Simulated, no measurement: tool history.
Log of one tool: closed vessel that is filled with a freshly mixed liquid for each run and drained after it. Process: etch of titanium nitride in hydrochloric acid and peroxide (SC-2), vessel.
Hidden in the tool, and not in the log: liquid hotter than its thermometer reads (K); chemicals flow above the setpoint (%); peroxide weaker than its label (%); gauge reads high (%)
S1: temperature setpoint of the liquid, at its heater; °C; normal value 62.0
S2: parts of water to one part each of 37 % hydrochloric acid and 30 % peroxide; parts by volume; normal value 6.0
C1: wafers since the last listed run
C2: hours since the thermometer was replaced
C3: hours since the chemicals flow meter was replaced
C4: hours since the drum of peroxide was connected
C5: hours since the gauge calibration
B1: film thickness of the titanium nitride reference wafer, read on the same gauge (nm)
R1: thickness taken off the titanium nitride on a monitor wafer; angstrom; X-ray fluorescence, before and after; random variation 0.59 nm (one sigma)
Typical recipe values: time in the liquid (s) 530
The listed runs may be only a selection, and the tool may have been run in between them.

run 1 hour=0.0 | S1=65.0 S2=6.0 time_in_the_liquid_(s)=530 | C1=0 C2=735.9 C3=2212.0 C4=479.3 C5=2261.3 | B1=59.98 | R1=763.8
run 2 hour=123.5 | S1=62.0 S2=6.0 time_in_the_liquid_(s)=530 | C1=11309 C2=859.4 C3=2335.5 C4=602.8 C5=2384.8 | B1=60.04 | R1=623.6
run 3 hour=171.5 | S1=62.0 S2=6.0 time_in_the_liquid_(s)=530 | C1=4395 C2=907.4 C3=2383.5 C4=650.8 C5=2432.8 | B1=60.06 | R1=615.8
-- hour=182.7 new drum of peroxide connected
run 4 hour=222.4 | S1=62.0 S2=6.0 time_in_the_liquid_(s)=530 | C1=4569 C2=958.3 C3=2434.4 C4=39.7 C5=2483.7 | B1=60.04 | R1=670.6
-- hour=287.5 chemicals flow meter replaced
run 5 hour=329.5 | S1=55.0 S2=6.0 time_in_the_liquid_(s)=530 | C1=9716 C2=1065.4 C3=42.0 C4=146.8 C5=2590.8 | B1=59.99 | R1=394.8
run 6 hour=421.7 | S1=55.0 S2=6.0 time_in_the_liquid_(s)=530 | C1=8443 C2=1157.6 C3=134.2 C4=239.0 C5=2683.0 | B1=59.99 | R1=389.5
run 7 hour=491.0 | S1=55.0 S2=6.0 time_in_the_liquid_(s)=530 | C1=6346 C2=1226.9 C3=203.5 C4=308.3 C5=2752.3 | B1=59.97 | R1=378.6
-- hour=497.5 gauge calibrated
run 8 hour=545.1 | S1=62.0 S2=6.0 time_in_the_liquid_(s)=530 | C1=4954 C2=1281.0 C3=257.6 C4=362.4 C5=47.6 | B1=60.05 | R1=587.3
run 9 hour=626.6 | S1=62.0 S2=6.0 time_in_the_liquid_(s)=530 | C1=7463 C2=1362.5 C3=339.1 C4=443.9 C5=129.1 | B1=60.06 | R1=577.7
run 10 hour=716.6 | S1=62.0 S2=6.0 time_in_the_liquid_(s)=530 | C1=8241 C2=1452.5 C3=429.1 C4=533.9 C5=219.1 | B1=59.97 | R1=581.4
run 11 hour=812.7 | S1=54.0 S2=7.0 time_in_the_liquid_(s)=750 | C1=8800 C2=1548.6 C3=525.2 C4=630.0 C5=315.2 | B1=60.01 | R1=441.5
-- hour=847.8 new drum of peroxide connected
-- hour=880.6 thermometer replaced
run 12 hour=888.1 | S1=55.5 S2=8.5 time_in_the_liquid_(s)=735 | C1=6721 C2=7.5 C3=600.6 C4=40.3 C5=390.6 | B1=60.00 | R1=438.0
run 13 hour=964.3 | S1=71.5 S2=4.0 time_in_the_liquid_(s)=815 | C1=6978 C2=83.7 C3=676.8 C4=116.5 C5=466.8 | B1=60.06 | R1=2260.4
run 14 hour=1002.8 | S1=62.0 S2=6.0 time_in_the_liquid_(s)=530 | C1=3525 C2=122.2 C3=715.3 C4=155.0 C5=505.3 | B1=59.99 | R1=628.1
run 15 hour=1095.7 | S1=62.0 S2=7.5 time_in_the_liquid_(s)=530 | C1=8507 C2=215.1 C3=808.2 C4=247.9 C5=598.2 | B1=60.05 | R1=506.4
run 16 hour=1168.7 | S1=65.0 S2=7.5 time_in_the_liquid_(s)=530 | C1=6684 C2=288.1 C3=881.2 C4=320.9 C5=671.2 | B1=60.00 | R1=612.4
run 17 hour=1249.7 | S1=54.5 S2=9.0 time_in_the_liquid_(s)=530 | C1=7417 C2=369.1 C3=962.2 C4=401.9 C5=752.2 | B1=59.98 | R1=271.5
run 18 hour=1355.7 | S1=62.0 S2=6.0 time_in_the_liquid_(s)=530 | C1=9706 C2=475.1 C3=1068.2 C4=507.9 C5=858.2 | B1=60.04 | R1=596.7
-- hour=1381.7 new drum of peroxide connected
run 19 hour=1459.4 | S1=57.5 S2=6.0 time_in_the_liquid_(s)=645 | C1=9404 C2=578.8 C3=1171.9 C4=77.7 C5=961.9 | B1=60.03 | R1=578.2
run 20 hour=1519.4 | S1=62.0 S2=6.0 time_in_the_liquid_(s)=530 | C1=5494 C2=638.8 C3=1231.9 C4=137.7 C5=1021.9 | B1=59.95 | R1=636.0
run 21 hour=1586.6 | S1=55.0 S2=6.0 time_in_the_liquid_(s)=530 | C1=6153 C2=706.0 C3=1299.1 C4=204.9 C5=1089.1 | B1=60.00 | R1=408.1
run 22 hour=1655.6 | S1=71.0 S2=4.0 time_in_the_liquid_(s)=750 | C1=6318 C2=775.0 C3=1368.1 C4=273.9 C5=1158.1 | B1=59.99 | R1=2027.0
run 23 hour=1751.3 | S1=62.0 S2=6.0 time_in_the_liquid_(s)=530 | C1=8763 C2=870.7 C3=1463.8 C4=369.6 C5=1253.8 | B1=60.01 | R1=621.6

Forecast run 24:
run 24 hour=1841.6 | S1=62.0 S2=6.0 time_in_the_liquid_(s)=530 | C1=8269 C2=961.0 C3=1554.1 C4=459.9 C5=1344.1 | B1=? | R1=?

Run 24 yielded B1 60.03, R1 609.7 angstrom.
Without the tool's hidden state the same run would have given R1 610.3 angstrom.
